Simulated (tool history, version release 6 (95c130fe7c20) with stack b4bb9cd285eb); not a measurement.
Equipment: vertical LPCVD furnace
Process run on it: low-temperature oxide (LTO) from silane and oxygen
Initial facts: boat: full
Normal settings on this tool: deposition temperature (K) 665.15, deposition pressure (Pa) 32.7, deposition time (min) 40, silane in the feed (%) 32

run	hour	deposition temperature (K)	deposition pressure (Pa)	deposition time (min)	silane in the feed (%)	wafers since the last listed run	hours since the last temperature calibration	hours since the pressure gauge was zeroed	hours since the silane flow controller was replaced	hours since the gauge calibration	read-back reference wafer on the same gauge, thickness	film thickness on the monitor wafer in the middle of the boat (Å)
1	0	665.15	32.7	45.5	32	0	2909.1	2007.8	4402.9	980.3	259.6	2903
2	73.1	665.15	32.7	45.5	32	908	2982.2	2080.9	4476	1053.4	259.88	2893.7
# hour 77: gauge calibrated
3	106.5	665.15	32.7	45.5	32	415	3015.6	2114.3	4509.4	29.5	268.08	3018
4	125.5	665.15	32.7	44	32	236	3034.6	2133.3	4528.4	48.5	266.87	2880.9
5	139	665.15	32.7	40	32	167	3048.1	2146.8	4541.9	62	266.64	2635.2
6	170.9	665.15	32.7	40	32	396	3080	2178.7	4573.8	93.9	265.85	2626
7	188.2	662.15	40.7	26.5	35	214	3097.3	2196	4591.1	111.2	266.33	2365.7
8	200.9	665.15	32.7	40	32	157	3110	2208.7	4603.8	123.9	265.99	2609.1
9	231.2	665.15	30.7	40	32	376	3140.3	2239	4634.1	154.2	265.61	2434.5
10	262.3	672.15	32.7	48	32	386	3171.4	2270.1	4665.2	185.3	264.77	3403.1
11	284.3	665.15	40.7	40	28	273	3193.4	2292.1	4687.2	207.3	264.43	2638.5
# hour 309.4: silane flow controller replaced
12	311.9	665.15	28	40	32	44	3221	2319.7	2.5	234.9	264.51	2211.8
# hour 347.5: thermocouples replaced and temperature profile calibrated
13	348	665.15	32.7	40	28	150	0.5	2355.8	38.6	271	263.52	2115.5
14	363.4	660.15	32.7	46	28	191	15.9	2371.2	54	286.4	263.5	2287.3
# hour 402.3: pressure gauge zeroed
15	402.8	676.15	32.7	47.5	32	191	55.3	0.5	93.4	325.8	263.1	3485.6
16	414.3	665.15	32.7	47	32	142	66.8	12	104.9	337.3	262.81	3045.8
17	435.8	675.15	29.3	30	32	267	88.3	33.5	126.4	358.8	262.51	1958.2
18	459.6	665.15	38.7	34.5	32	295	112.1	57.3	150.2	382.6	262.47	2637.1
19	474.9	670.15	32.7	40	26	190	127.4	72.6	165.5	397.9	262.7	2010.6
20	491.7	654.15	32.7	44.5	32	208	144.2	89.4	182.3	414.7	262.24	2511.2
21	512.3	668.15	38	40	36	255	164.8	110	202.9	435.3	261.82	3629.1
22	547.5	674.15	32.7	32	28	437	200	145.2	238.1	470.5	261.55	1879.7
23	563	665.15	32.7	46.5	28	192	215.5	160.7	253.6	486	261.96	2472.5
24	597.5	659.15	32.7	40	26	428	250	195.2	288.1	520.5	261.55	1739.3

Run 25 has not been measured yet. What should we expect?
25	621.5	655.15	40	53	30	298	274	219.2	312.1	544.5	?	?

read-back reference wafer on the same gauge, thickness: 261.14
film thickness on the monitor wafer in the middle of the boat (Å): 3313.1
Without the tool's hidden state the same run would have given film thickness on the monitor wafer in the middle of the boat (Å) 3410.4.
